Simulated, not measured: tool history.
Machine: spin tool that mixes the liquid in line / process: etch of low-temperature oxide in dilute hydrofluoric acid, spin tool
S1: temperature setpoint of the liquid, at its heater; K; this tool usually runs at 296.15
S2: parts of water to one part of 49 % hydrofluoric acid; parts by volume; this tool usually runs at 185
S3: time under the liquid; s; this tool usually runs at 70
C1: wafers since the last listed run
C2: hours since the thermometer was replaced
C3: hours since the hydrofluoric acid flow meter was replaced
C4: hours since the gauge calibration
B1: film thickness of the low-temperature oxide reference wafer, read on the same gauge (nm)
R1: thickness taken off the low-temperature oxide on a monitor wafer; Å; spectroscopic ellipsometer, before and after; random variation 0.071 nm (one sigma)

run 1 hour=0 | S1=296.15 S2=185 S3=70 | C1=0 C2=1096.1 C3=1584 C4=190.9 | B1=110.01 | R1=97.3
run 2 hour=15.4 | S1=296.15 S2=185 S3=70 | C1=183 C2=1111.5 C3=1599.4 C4=206.3 | B1=110.01 | R1=96.1
run 3 hour=30.9 | S1=296.15 S2=185 S3=70 | C1=184 C2=1127 C3=1614.9 C4=221.8 | B1=110.02 | R1=96.6
run 4 hour=47.7 | S1=296.15 S2=185 S3=45 | C1=200 C2=1143.8 C3=1631.7 C4=238.6 | B1=109.98 | R1=62.1
run 5 hour=56 | S1=296.15 S2=225 S3=70 | C1=99 C2=1152.1 C3=1640 C4=246.9 | B1=110.02 | R1=76.3
run 6 hour=66.1 | S1=296.15 S2=225 S3=70 | C1=120 C2=1162.2 C3=1650.1 C4=257 | B1=110 | R1=75.8
run 7 hour=78.1 | S1=296.15 S2=225 S3=70 | C1=143 C2=1174.2 C3=1662.1 C4=269 | B1=110 | R1=76
run 8 hour=94 | S1=296.15 S2=185 S3=70 | C1=189 C2=1190.1 C3=1678 C4=284.9 | B1=110 | R1=96.7
run 9 hour=111.8 | S1=296.15 S2=185 S3=70 | C1=212 C2=1207.9 C3=1695.8 C4=302.7 | B1=110.03 | R1=96.5
run 10 hour=124.3 | S1=296.15 S2=185 S3=70 | C1=149 C2=1220.4 C3=1708.3 C4=315.2 | B1=110.01 | R1=98.4
run 11 hour=156.9 | S1=296.15 S2=185 S3=50 | C1=388 C2=1253 C3=1740.9 C4=347.8 | B1=110.02 | R1=69.5
run 12 hour=172.6 | S1=296.15 S2=185 S3=50 | C1=187 C2=1268.7 C3=1756.6 C4=363.5 | B1=110.01 | R1=69.3
run 13 hour=185.3 | S1=296.15 S2=185 S3=55 | C1=151 C2=1281.4 C3=1769.3 C4=376.2 | B1=109.98 | R1=76.6
-- hour=192.9 hydrofluoric acid flow meter replaced
run 14 hour=193.4 | S1=296.15 S2=185 S3=55 | C1=84 C2=1289.5 C3=0.5 C4=384.3 | B1=110.04 | R1=76.2
run 15 hour=201.7 | S1=296.15 S2=130 S3=70 | C1=99 C2=1297.8 C3=8.8 C4=392.6 | B1=110.01 | R1=149
run 16 hour=218.6 | S1=297.65 S2=185 S3=70 | C1=201 C2=1314.7 C3=25.7 C4=409.5 | B1=110 | R1=103.1
run 17 hour=225.7 | S1=296.15 S2=185 S3=70 | C1=84 C2=1321.8 C3=32.8 C4=416.6 | B1=110.01 | R1=97.2
run 18 hour=234.7 | S1=294.15 S2=125 S3=40 | C1=107 C2=1330.8 C3=41.8 C4=425.6 | B1=110 | R1=81.7
run 19 hour=250.7 | S1=296.15 S2=185 S3=70 | C1=190 C2=1346.8 C3=57.8 C4=441.6 | B1=110 | R1=97.2
-- hour=262.8 gauge calibrated
run 20 hour=264.3 | S1=299.15 S2=235 S3=85 | C1=162 C2=1360.4 C3=71.4 C4=1.5 | B1=110 | R1=97.3
run 21 hour=282.2 | S1=296.15 S2=185 S3=35 | C1=213 C2=1378.3 C3=89.3 C4=19.4 | B1=110 | R1=49.5
run 22 hour=309.3 | S1=299.65 S2=145 S3=55 | C1=323 C2=1405.4 C3=116.4 C4=46.5 | B1=110.02 | R1=115.7
run 23 hour=343.9 | S1=296.15 S2=185 S3=70 | C1=412 C2=1440 C3=151 C4=81.1 | B1=110.02 | R1=97.8
run 24 hour=358.2 | S1=296.15 S2=185 S3=85 | C1=170 C2=1454.3 C3=165.3 C4=95.4 | B1=110.02 | R1=118.7
-- hour=359.8 thermometer replaced
run 25 hour=368.2 | S1=296.15 S2=255 S3=50 | C1=107 C2=8.4 C3=175.3 C4=105.4 | B1=110.01 | R1=43.9
run 26 hour=382.3 | S1=296.15 S2=220 S3=70 | C1=168 C2=22.5 C3=189.4 C4=119.5 | B1=109.99 | R1=73.3
run 27 hour=414.6 | S1=296.15 S2=185 S3=70 | C1=385 C2=54.8 C3=221.7 C4=151.8 | B1=110 | R1=89.9
run 28 hour=430.5 | S1=298.65 S2=245 S3=70 | C1=189 C2=70.7 C3=237.6 C4=167.7 | B1=109.96 | R1=70.2
run 29 hour=444.9 | S1=298.65 S2=185 S3=70 | C1=171 C2=85.1 C3=252 C4=182.1 | B1=110 | R1=101
run 30 hour=460.9 | S1=297.65 S2=95 S3=90 | C1=190 C2=101.1 C3=268 C4=198.1 | B1=110 | R1=267.9
run 31 hour=471.4 | S1=296.15 S2=250 S3=35 | C1=125 C2=111.6 C3=278.5 C4=208.6 | B1=110.01 | R1=31.5
run 32 hour=486.2 | S1=296.15 S2=235 S3=70 | C1=176 C2=126.4 C3=293.3 C4=223.4 | B1=110.02 | R1=68.2
run 33 hour=503.9 | S1=296.15 S2=185 S3=80 | C1=211 C2=144.1 C3=311 C4=241.1 | B1=109.99 | R1=103.4

How would selected steps in R1 from run to run divide? Give the signed amount a tool lacking its hidden state would still show from settings, what came in and random variation, and the signed amount left for the hidden state, including any gauge scatter that is not in both of the compared results.
Hidden conditions of the tool in this case: liquid hotter than its thermometer reads (K); hydrofluoric acid flow above the setpoint (%); gauge reads high (%).
Run 14 -> 15: S2 185 -> 130, S3 55 -> 70. R1 +72.8 Å: hidden state +6.5, all else +66.3.
Run 21 -> 22: S1 296.15 -> 299.65, S2 185 -> 145, S3 35 -> 55. R1 +66.2 Å: hidden state +5.8, all else +60.4.
Run 24 -> 25: S2 185 -> 255, S3 85 -> 50, thermometer replaced. R1 -74.8 Å: hidden state -10.3, all else -64.5.
Run 29 -> 30: S1 298.65 -> 297.65, S2 185 -> 95, S3 70 -> 90. R1 +166.9 Å: hidden state +3.1, all else +163.8.
Run 30 -> 31: S1 297.65 -> 296.15, S2 95 -> 250, S3 90 -> 35. R1 -236.4 Å: hidden state -4.1, all else -232.3.

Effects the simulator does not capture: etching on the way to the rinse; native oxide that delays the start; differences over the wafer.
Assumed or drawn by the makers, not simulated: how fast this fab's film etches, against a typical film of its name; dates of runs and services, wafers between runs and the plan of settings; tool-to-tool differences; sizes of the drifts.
